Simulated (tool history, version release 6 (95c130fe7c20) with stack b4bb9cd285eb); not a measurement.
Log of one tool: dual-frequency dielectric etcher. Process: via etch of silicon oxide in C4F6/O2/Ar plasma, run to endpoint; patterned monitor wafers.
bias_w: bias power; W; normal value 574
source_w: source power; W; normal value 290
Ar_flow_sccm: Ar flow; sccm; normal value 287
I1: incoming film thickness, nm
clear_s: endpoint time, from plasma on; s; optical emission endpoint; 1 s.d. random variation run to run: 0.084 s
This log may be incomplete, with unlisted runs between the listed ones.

{"run": 1, "hour": 0.0, "bias_w": 574, "source_w": 290, "Ar_flow_sccm": 287, "I1": 95.4, "clear_s": 21.3}
{"run": 2, "hour": 63.4, "bias_w": 574, "source_w": 290, "Ar_flow_sccm": 287, "I1": 96.1, "clear_s": 21.6}
{"hour": 92.1, "done": "source power generator calibrated"}
{"run": 3, "hour": 123.8, "bias_w": 574, "source_w": 290, "Ar_flow_sccm": 287, "I1": 96.3, "clear_s": 21}
{"run": 4, "hour": 153.1, "bias_w": 574, "source_w": 290, "Ar_flow_sccm": 287, "I1": 95.3, "clear_s": 20.8}
{"run": 5, "hour": 198.2, "bias_w": 476, "source_w": 290, "Ar_flow_sccm": 287, "I1": 95.5, "clear_s": 22.4}
{"run": 6, "hour": 262.9, "bias_w": 476, "source_w": 290, "Ar_flow_sccm": 287, "I1": 96.2, "clear_s": 22.7}
{"run": 7, "hour": 319.8, "bias_w": 574, "source_w": 240, "Ar_flow_sccm": 287, "I1": 95.7, "clear_s": 23.3}
{"hour": 387.0, "done": "upper electrode replaced"}
{"run": 8, "hour": 387.5, "bias_w": 574, "source_w": 290, "Ar_flow_sccm": 287, "I1": 95.6, "clear_s": 20.8}
{"run": 9, "hour": 439.3, "bias_w": 707, "source_w": 320, "Ar_flow_sccm": 236, "I1": 95.8, "clear_s": 17.4}
{"hour": 465.8, "done": "wet clean of the chamber"}
{"hour": 483.0, "done": "bias power generator calibrated"}
{"run": 10, "hour": 497.8, "bias_w": 513, "source_w": 230, "Ar_flow_sccm": 357, "I1": 95.7, "clear_s": 26.5}
{"run": 11, "hour": 540.6, "bias_w": 574, "source_w": 250, "Ar_flow_sccm": 312, "I1": 95.4, "clear_s": 23.4}
{"run": 12, "hour": 594.5, "bias_w": 574, "source_w": 290, "Ar_flow_sccm": 325, "I1": 95.8, "clear_s": 21.6}
{"run": 13, "hour": 624.5, "bias_w": 431, "source_w": 240, "Ar_flow_sccm": 222, "I1": 96.4, "clear_s": 25.6}
{"run": 14, "hour": 689.3, "bias_w": 574, "source_w": 290, "Ar_flow_sccm": 287, "I1": 96.5, "clear_s": 21.4}
{"run": 15, "hour": 757.2, "bias_w": 659, "source_w": 260, "Ar_flow_sccm": 351, "I1": 96.6, "clear_s": 22.3}
{"run": 16, "hour": 784.5, "bias_w": 574, "source_w": 290, "Ar_flow_sccm": 287, "I1": 95.7, "clear_s": 21.1}
{"run": 17, "hour": 822.2, "bias_w": 500, "source_w": 290, "Ar_flow_sccm": 235, "I1": 96.5, "clear_s": 21.6}
{"run": 18, "hour": 850.8, "bias_w": 574, "source_w": 340, "Ar_flow_sccm": 262, "I1": 96.2, "clear_s": 19.3}
{"run": 19, "hour": 887.2, "bias_w": 574, "source_w": 290, "Ar_flow_sccm": 269, "I1": 96.1, "clear_s": 20.9}
{"run": 20, "hour": 940.1, "bias_w": 613, "source_w": 250, "Ar_flow_sccm": 266, "I1": 94.9, "clear_s": 21.9}
{"hour": 1006.9, "done": "wet clean of the chamber"}
{"run": 21, "hour": 1007.4, "bias_w": 574, "source_w": 270, "Ar_flow_sccm": 358, "I1": 96.8, "clear_s": 23.2}
{"run": 22, "hour": 1049.8, "bias_w": 574, "source_w": 290, "Ar_flow_sccm": 287, "I1": 96, "clear_s": 21.3}
{"run": 23, "hour": 1223.1, "bias_w": 574, "source_w": 290, "Ar_flow_sccm": 287, "I1": 94.6, "clear_s": 21}
{"run": 24, "hour": 1294.1, "bias_w": 676, "source_w": 290, "Ar_flow_sccm": 287, "I1": 96.1, "clear_s": 19.9}
{"run": 25, "hour": 1355.8, "bias_w": 532, "source_w": 250, "Ar_flow_sccm": 350, "I1": 96.9, "clear_s": 25.1}
{"hour": 1429.5, "done": "wet clean of the chamber"}
{"run": 26, "hour": 1430.0, "bias_w": 711, "source_w": 310, "Ar_flow_sccm": 318, "I1": 94.1, "clear_s": 18.8}
{"run": 27, "hour": 1459.8, "bias_w": 574, "source_w": 290, "Ar_flow_sccm": 321, "I1": 96.7, "clear_s": 21.8}
{"run": 28, "hour": 1493.6, "bias_w": 476, "source_w": 350, "Ar_flow_sccm": 287, "I1": 96.5, "clear_s": 20.7}
{"run": 29, "hour": 1542.0, "bias_w": 703, "source_w": 290, "Ar_flow_sccm": 251, "I1": 95.6, "clear_s": 19}
{"run": 30, "hour": 1606.9, "bias_w": 440, "source_w": 290, "Ar_flow_sccm": 319, "I1": 95.5, "clear_s": 24.2}

What if the next run were any one of these 3? Each begins from the tool's condition after run 30:
{"run": "A", "hour": 1607.3, "bias_w": 690, "source_w": 290, "Ar_flow_sccm": 287, "I1": 96.6, "clear_s": "?"}
{"run": "B", "hour": 1607.3, "bias_w": 513, "source_w": 270, "Ar_flow_sccm": 309, "I1": 96.6, "clear_s": "?"}
{"run": "C", "hour": 1607.3, "bias_w": 527, "source_w": 350, "Ar_flow_sccm": 259, "I1": 96.6, "clear_s": "?"}

run=A clear_s=19.7
run=B clear_s=23.5
run=C clear_s=19.5
Take away the tool's hidden state, keep each run's random variation, and the runs would have read:
run=A clear_s=19.8
run=B clear_s=23.7
run=C clear_s=19.6
